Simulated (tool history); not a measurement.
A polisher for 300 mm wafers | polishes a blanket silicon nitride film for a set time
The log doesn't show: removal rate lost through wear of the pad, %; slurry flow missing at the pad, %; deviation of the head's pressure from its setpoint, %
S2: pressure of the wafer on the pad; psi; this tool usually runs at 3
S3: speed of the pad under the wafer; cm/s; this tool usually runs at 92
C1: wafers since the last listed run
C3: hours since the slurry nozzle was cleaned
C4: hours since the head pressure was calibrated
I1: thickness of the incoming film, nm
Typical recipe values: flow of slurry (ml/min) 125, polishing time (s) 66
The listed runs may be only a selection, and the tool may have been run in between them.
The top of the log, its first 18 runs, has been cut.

run 19 hour=456.6 | flow_of_slurry_(ml/min)=125 S2=3 S3=92 polishing_time_(s)=66 | C1=349 wafers_polished_on_this_pad=1050 C3=63.2 C4=1590.5 | I1=381.5 | film_removed_(nm)=78.4
run 20 hour=485.8 | flow_of_slurry_(ml/min)=125 S2=3 S3=84 polishing_time_(s)=66 | C1=350 wafers_polished_on_this_pad=1400 C3=92.4 C4=1619.7 | I1=380 | film_removed_(nm)=73.3
-- hour=499.9 worn pad replaced by a new one
-- hour=500.4 head pressure recalibrated
run 21 hour=509.2 | flow_of_slurry_(ml/min)=125 S2=3 S3=92 polishing_time_(s)=75 | C1=226 wafers_polished_on_this_pad=106 C3=115.8 C4=8.8 | I1=381.3 | film_removed_(nm)=95.3
run 22 hour=529.2 | flow_of_slurry_(ml/min)=125 S2=3 S3=92 polishing_time_(s)=66 | C1=239 wafers_polished_on_this_pad=345 C3=135.8 C4=28.8 | I1=379.2 | film_removed_(nm)=82.8
run 23 hour=545.3 | flow_of_slurry_(ml/min)=125 S2=3 S3=92 polishing_time_(s)=66 | C1=193 wafers_polished_on_this_pad=539 C3=151.9 C4=44.9 | I1=376.7 | film_removed_(nm)=82.8
run 24 hour=557.7 | flow_of_slurry_(ml/min)=145 S2=2.2 S3=92 polishing_time_(s)=82 | C1=148 wafers_polished_on_this_pad=687 C3=164.3 C4=57.3 | I1=386.4 | film_removed_(nm)=83.9
run 25 hour=592.2 | flow_of_slurry_(ml/min)=125 S2=3 S3=92 polishing_time_(s)=66 | C1=413 wafers_polished_on_this_pad=1101 C3=198.8 C4=91.8 | I1=375 | film_removed_(nm)=81.2
run 26 hour=608.3 | flow_of_slurry_(ml/min)=125 S2=2.6 S3=82 polishing_time_(s)=66 | C1=193 wafers_polished_on_this_pad=1294 C3=214.9 C4=107.9 | I1=382.7 | film_removed_(nm)=67.8
run 27 hour=637.8 | flow_of_slurry_(ml/min)=165 S2=3 S3=104 polishing_time_(s)=56 | C1=353 wafers_polished_on_this_pad=1648 C3=244.4 C4=137.4 | I1=379.8 | film_removed_(nm)=78.4
-- hour=663.9 worn pad replaced by a new one
run 28 hour=664.4 | flow_of_slurry_(ml/min)=125 S2=4 S3=92 polishing_time_(s)=58 | C1=271 wafers_polished_on_this_pad=5 C3=271 C4=164 | I1=379.8 | film_removed_(nm)=90.4
run 29 hour=691.7 | flow_of_slurry_(ml/min)=125 S2=3 S3=114 polishing_time_(s)=66 | C1=327 wafers_polished_on_this_pad=333 C3=298.3 C4=191.3 | I1=378.1 | film_removed_(nm)=93
run 30 hour=710 | flow_of_slurry_(ml/min)=125 S2=2.2 S3=116 polishing_time_(s)=86 | C1=219 wafers_polished_on_this_pad=552 C3=316.6 C4=209.6 | I1=382 | film_removed_(nm)=95.6
run 31 hour=731.9 | flow_of_slurry_(ml/min)=110 S2=3 S3=74 polishing_time_(s)=66 | C1=262 wafers_polished_on_this_pad=815 C3=338.5 C4=231.5 | I1=379.7 | film_removed_(nm)=67.5

3 ways to go on from here, each from the tool as it stands after run 31. What would each give?
run A hour=732.3 | flow_of_slurry_(ml/min)=125 S2=3 S3=92 polishing_time_(s)=74 | C1=4 wafers_polished_on_this_pad=820 C3=338.9 C4=231.9 | I1=378.2 | film_removed_(nm)=?
run B hour=732.3 | flow_of_slurry_(ml/min)=90 S2=2.2 S3=110 polishing_time_(s)=44 | C1=4 wafers_polished_on_this_pad=820 C3=338.9 C4=231.9 | I1=378.2 | film_removed_(nm)=?
run C hour=732.3 | flow_of_slurry_(ml/min)=110 S2=3 S3=92 polishing_time_(s)=66 | C1=4 wafers_polished_on_this_pad=820 C3=338.9 C4=231.9 | I1=378.2 | film_removed_(nm)=?

run=A film_removed_(nm)=90.3
run=B film_removed_(nm)=43.4
run=C film_removed_(nm)=78.1
Take away the tool's hidden state, keep each run's random variation, and the runs would have read:
run=A film_removed_(nm)=95.5
run=B film_removed_(nm)=45.9
run=C film_removed_(nm)=82.6
